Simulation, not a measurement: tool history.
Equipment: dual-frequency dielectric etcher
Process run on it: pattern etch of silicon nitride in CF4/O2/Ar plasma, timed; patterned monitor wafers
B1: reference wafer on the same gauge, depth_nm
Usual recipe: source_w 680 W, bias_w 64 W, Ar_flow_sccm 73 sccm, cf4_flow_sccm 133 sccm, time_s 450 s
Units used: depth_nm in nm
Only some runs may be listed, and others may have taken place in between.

Run 1, hour 0: usual settings but bias_w 55 W, Ar_flow_sccm 58 sccm, cf4_flow_sccm 116 sccm, time_s 401.5 s; B1 1239.2. Result: depth_nm 1101.8 nm.
At hour 53: wet clean of the chamber.
Run 2, hour 53.5: usual settings but source_w 840 W, time_s 377 s; B1 1240.7. Result: depth_nm 1252.3 nm.
Run 3, hour 103.2: usual settings but source_w 580 W, cf4_flow_sccm 108 sccm; B1 1240.7. Result: depth_nm 1113.5 nm.
Run 4, hour 169.7: usual settings but bias_w 54 W, Ar_flow_sccm 59 sccm; B1 1239.7. Result: depth_nm 1243.8 nm.
Run 5, hour 207.6: usual settings; B1 1240.1. Result: depth_nm 1275 nm.
At hour 268.4: source power generator calibrated.
At hour 280.7: upper electrode replaced.
Run 6, hour 281.2: usual settings; B1 1240.5. Result: depth_nm 1231.9 nm.
Run 7, hour 340.9: usual settings but cf4_flow_sccm 109 sccm; B1 1238.9. Result: depth_nm 1222.4 nm.
At hour 463.6: CF4 flow controller replaced.
At hour 524.2: bias power generator calibrated.
Run 8, hour 541.7: usual settings; B1 1239.6. Result: depth_nm 1252.7 nm.
Run 9, hour 566.4: usual settings; B1 1239.9. Result: depth_nm 1250.3 nm.
At hour 634.9: wet clean of the chamber.
Run 10, hour 724.1: usual settings but source_w 550 W; B1 1239.2. Result: depth_nm 1074.7 nm.
Run 11, hour 815.1: usual settings; B1 1239.2. Result: depth_nm 1253.2 nm.
Run 12, hour 841.6: usual settings; B1 1239.6. Result: depth_nm 1245.7 nm.
Run 13, hour 872.2: usual settings but source_w 610 W, bias_w 71 W, Ar_flow_sccm 81 sccm, cf4_flow_sccm 104 sccm; B1 1239.2. Result: depth_nm 1147.8 nm.
Run 14, hour 896.7: usual settings but time_s 367 s; B1 1240.9. Result: depth_nm 1025 nm.
Run 15, hour 941.9: usual settings; B1 1239.5. Result: depth_nm 1250.3 nm.
Run 16, hour 1001.6: usual settings but bias_w 58 W; B1 1239.8. Result: depth_nm 1230.2 nm.
Run 17, hour 1034: usual settings; B1 1240.5. Result: depth_nm 1258 nm.
Run 18, hour 1095.2: usual settings but source_w 800 W, bias_w 57 W, cf4_flow_sccm 118 sccm; B1 1239.9. Result: depth_nm 1357.4 nm.
Run 19, hour 1156.5: usual settings but source_w 560 W, Ar_flow_sccm 87 sccm; B1 1239.5. Result: depth_nm 1078.2 nm.
At hour 1219.2: wet clean of the chamber.
Run 20, hour 1219.7: usual settings but cf4_flow_sccm 163 sccm; B1 1239.6. Result: depth_nm 1281.7 nm.
Run 21, hour 1271.6: usual settings but cf4_flow_sccm 157 sccm, time_s 505.5 s; B1 1240. Result: depth_nm 1441.5 nm.

4 ways to go on from here, each from the tool as it stands after run 21. What would each give?
Run A, hour 1272.1: usual settings; B1 ?. Result: depth_nm ?.
Run B, hour 1272.1: usual settings but bias_w 55 W; B1 ?. Result: depth_nm ?.
Run C, hour 1272.1: usual settings but Ar_flow_sccm 82 sccm, cf4_flow_sccm 121 sccm; B1 ?. Result: depth_nm ?.
Run D, hour 1272.1: usual settings but Ar_flow_sccm 91 sccm, cf4_flow_sccm 142 sccm; B1 ?. Result: depth_nm ?.

run      B1  depth_nm
  A  1240.4    1257.3
  B  1240.4    1211.8
  C  1240.4      1232
  D  1240.4    1243.1
Without the tool's hidden state the same runs would have given:
run  depth_nm
  A      1237
  B    1192.2
  C    1212.2
  D    1223.1
